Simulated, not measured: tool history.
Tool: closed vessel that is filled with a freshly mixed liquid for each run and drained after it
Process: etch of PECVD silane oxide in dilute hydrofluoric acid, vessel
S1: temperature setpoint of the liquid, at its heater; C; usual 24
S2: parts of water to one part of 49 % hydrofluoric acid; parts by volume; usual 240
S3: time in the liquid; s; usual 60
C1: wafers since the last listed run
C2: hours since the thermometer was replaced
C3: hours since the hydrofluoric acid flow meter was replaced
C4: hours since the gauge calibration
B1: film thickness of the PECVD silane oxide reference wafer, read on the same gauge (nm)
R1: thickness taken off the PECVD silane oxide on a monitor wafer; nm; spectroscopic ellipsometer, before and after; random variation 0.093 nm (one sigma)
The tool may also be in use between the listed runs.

{"run": 1, "day": 0.0, "S1": 24, "S2": 240, "S3": 60, "C1": 0, "C2": 1443.4, "C3": 951.5, "C4": 3632.6, "B1": 110.01, "R1": 10.06}
{"run": 2, "day": 1.65, "S1": 24, "S2": 240, "S3": 60, "C1": 3161, "C2": 1483, "C3": 991.1, "C4": 3672.2, "B1": 110, "R1": 9.9}
{"run": 3, "day": 3.929, "S1": 20, "S2": 240, "S3": 60, "C1": 4367, "C2": 1537.7, "C3": 1045.8, "C4": 3726.9, "B1": 109.99, "R1": 8.73}
{"day": 4.3, "done": "thermometer replaced"}
{"run": 4, "day": 6.879, "S1": 20, "S2": 240, "S3": 60, "C1": 5572, "C2": 61.9, "C3": 1116.6, "C4": 3797.7, "B1": 109.99, "R1": 8.69}
{"run": 5, "day": 9.429, "S1": 24, "S2": 240, "S3": 60, "C1": 4886, "C2": 123.1, "C3": 1177.8, "C4": 3858.9, "B1": 109.99, "R1": 9.87}
{"run": 6, "day": 12.825, "S1": 24, "S2": 240, "S3": 60, "C1": 6506, "C2": 204.6, "C3": 1259.3, "C4": 3940.4, "B1": 110, "R1": 9.76}
{"day": 14.4, "done": "hydrofluoric acid flow meter replaced"}
{"run": 7, "day": 14.988, "S1": 24, "S2": 240, "S3": 60, "C1": 4063, "C2": 256.5, "C3": 14.1, "C4": 3992.3, "B1": 110, "R1": 10.59}
{"run": 8, "day": 16.658, "S1": 24, "S2": 295, "S3": 60, "C1": 3201, "C2": 296.6, "C3": 54.2, "C4": 4032.4, "B1": 110.01, "R1": 8.18}
{"run": 9, "day": 20.033, "S1": 28, "S2": 325, "S3": 75, "C1": 6467, "C2": 377.6, "C3": 135.2, "C4": 4113.4, "B1": 110.01, "R1": 10.04}
{"run": 10, "day": 23.004, "S1": 24, "S2": 240, "S3": 60, "C1": 5692, "C2": 448.9, "C3": 206.5, "C4": 4184.7, "B1": 109.99, "R1": 10.53}
{"run": 11, "day": 24.688, "S1": 26, "S2": 295, "S3": 45, "C1": 3225, "C2": 489.3, "C3": 246.9, "C4": 4225.1, "B1": 110, "R1": 6.46}
{"run": 12, "day": 28.508, "S1": 24, "S2": 240, "S3": 60, "C1": 7321, "C2": 581, "C3": 338.6, "C4": 4316.8, "B1": 110, "R1": 10.41}
{"run": 13, "day": 31.329, "S1": 27.5, "S2": 240, "S3": 50, "C1": 5405, "C2": 648.7, "C3": 406.3, "C4": 4384.5, "B1": 109.99, "R1": 9.71}
{"day": 32.154, "done": "gauge calibrated"}
{"run": 14, "day": 33.667, "S1": 24, "S2": 240, "S3": 60, "C1": 4479, "C2": 704.8, "C3": 462.4, "C4": 36.3, "B1": 110.01, "R1": 10.4}
{"run": 15, "day": 35.517, "S1": 27, "S2": 240, "S3": 60, "C1": 3544, "C2": 749.2, "C3": 506.8, "C4": 80.7, "B1": 110, "R1": 11.43}
{"run": 16, "day": 39.85, "S1": 20, "S2": 320, "S3": 30, "C1": 8303, "C2": 853.2, "C3": 610.8, "C4": 184.7, "B1": 110.01, "R1": 3.09}
{"run": 17, "day": 43.062, "S1": 21, "S2": 120, "S3": 60, "C1": 6155, "C2": 930.3, "C3": 687.9, "C4": 261.8, "B1": 110, "R1": 21.07}
{"run": 18, "day": 47.142, "S1": 20, "S2": 145, "S3": 40, "C1": 7816, "C2": 1028.2, "C3": 785.8, "C4": 359.7, "B1": 110.02, "R1": 10.64}
{"run": 19, "day": 49.375, "S1": 20.5, "S2": 150, "S3": 75, "C1": 4279, "C2": 1081.8, "C3": 839.4, "C4": 413.3, "B1": 109.98, "R1": 19.44}
{"run": 20, "day": 57.288, "S1": 24, "S2": 350, "S3": 60, "C1": 15161, "C2": 1271.7, "C3": 1029.3, "C4": 603.2, "B1": 110.01, "R1": 6.11}
{"run": 21, "day": 60.429, "S1": 24, "S2": 240, "S3": 60, "C1": 6019, "C2": 1347.1, "C3": 1104.7, "C4": 678.6, "B1": 110, "R1": 9.92}
{"day": 62.525, "done": "thermometer replaced"}
{"run": 22, "day": 64.275, "S1": 27.5, "S2": 305, "S3": 80, "C1": 7289, "C2": 42, "C3": 1197, "C4": 770.9, "B1": 109.99, "R1": 10.75}
{"run": 23, "day": 67.396, "S1": 22, "S2": 170, "S3": 60, "C1": 5980, "C2": 116.9, "C3": 1271.9, "C4": 845.8, "B1": 109.99, "R1": 13.83}
{"day": 70.2, "done": "hydrofluoric acid flow meter replaced"}
{"run": 24, "day": 80.408, "S1": 24, "S2": 240, "S3": 60, "C1": 24854, "C2": 429.2, "C3": 245, "C4": 1158.1, "B1": 110, "R1": 10.53}
{"run": 25, "day": 84.733, "S1": 22.5, "S2": 240, "S3": 90, "C1": 8287, "C2": 533, "C3": 348.8, "C4": 1261.9, "B1": 110, "R1": 14.95}
{"run": 26, "day": 96.304, "S1": 24, "S2": 240, "S3": 80, "C1": 22171, "C2": 810.7, "C3": 626.5, "C4": 1539.6, "B1": 110, "R1": 13.67}
{"run": 27, "day": 97.883, "S1": 20.5, "S2": 240, "S3": 60, "C1": 3025, "C2": 848.6, "C3": 664.4, "C4": 1577.5, "B1": 110, "R1": 8.98}
{"run": 28, "day": 99.808, "S1": 22, "S2": 240, "S3": 60, "C1": 3688, "C2": 894.8, "C3": 710.6, "C4": 1623.7, "B1": 110.01, "R1": 9.62}
{"run": 29, "day": 101.417, "S1": 24, "S2": 240, "S3": 50, "C1": 3081, "C2": 933.4, "C3": 749.2, "C4": 1662.3, "B1": 110.01, "R1": 8.52}
{"run": 30, "day": 104.4, "S1": 24, "S2": 240, "S3": 60, "C1": 5716, "C2": 1005, "C3": 820.8, "C4": 1733.9, "B1": 110.01, "R1": 10.03}
{"run": 31, "day": 112.854, "S1": 24, "S2": 240, "S3": 60, "C1": 16199, "C2": 1207.9, "C3": 1023.7, "C4": 1936.8, "B1": 110, "R1": 9.9}
{"run": 32, "day": 116.646, "S1": 26, "S2": 175, "S3": 75, "C1": 7265, "C2": 1298.9, "C3": 1114.7, "C4": 2027.8, "B1": 110, "R1": 19.76}

5 ways to go on from here, each from the tool as it stands after run 32. What would each give?
{"run": "A", "day": 116.675, "S1": 24, "S2": 240, "S3": 60, "C1": 55, "C2": 1299.6, "C3": 1115.4, "C4": 2028.5, "B1": "?", "R1": "?"}
{"run": "B", "day": 116.675, "S1": 27.5, "S2": 240, "S3": 60, "C1": 55, "C2": 1299.6, "C3": 1115.4, "C4": 2028.5, "B1": "?", "R1": "?"}
{"run": "C", "day": 116.675, "S1": 22.5, "S2": 240, "S3": 50, "C1": 55, "C2": 1299.6, "C3": 1115.4, "C4": 2028.5, "B1": "?", "R1": "?"}
{"run": "D", "day": 116.675, "S1": 21.5, "S2": 330, "S3": 80, "C1": 55, "C2": 1299.6, "C3": 1115.4, "C4": 2028.5, "B1": "?", "R1": "?"}
{"run": "E", "day": 116.675, "S1": 24, "S2": 290, "S3": 75, "C1": 55, "C2": 1299.6, "C3": 1115.4, "C4": 2028.5, "B1": "?", "R1": "?"}

run=A B1=110 R1=10.02
run=B B1=110 R1=11.32
run=C B1=110 R1=7.91
run=D B1=110 R1=8.12
run=E B1=110 R1=9.83
Without the tool's hidden state the same runs would have given:
run=A R1=10.88
run=B R1=12.32
run=C R1=8.59
run=D R1=8.85
run=E R1=10.71

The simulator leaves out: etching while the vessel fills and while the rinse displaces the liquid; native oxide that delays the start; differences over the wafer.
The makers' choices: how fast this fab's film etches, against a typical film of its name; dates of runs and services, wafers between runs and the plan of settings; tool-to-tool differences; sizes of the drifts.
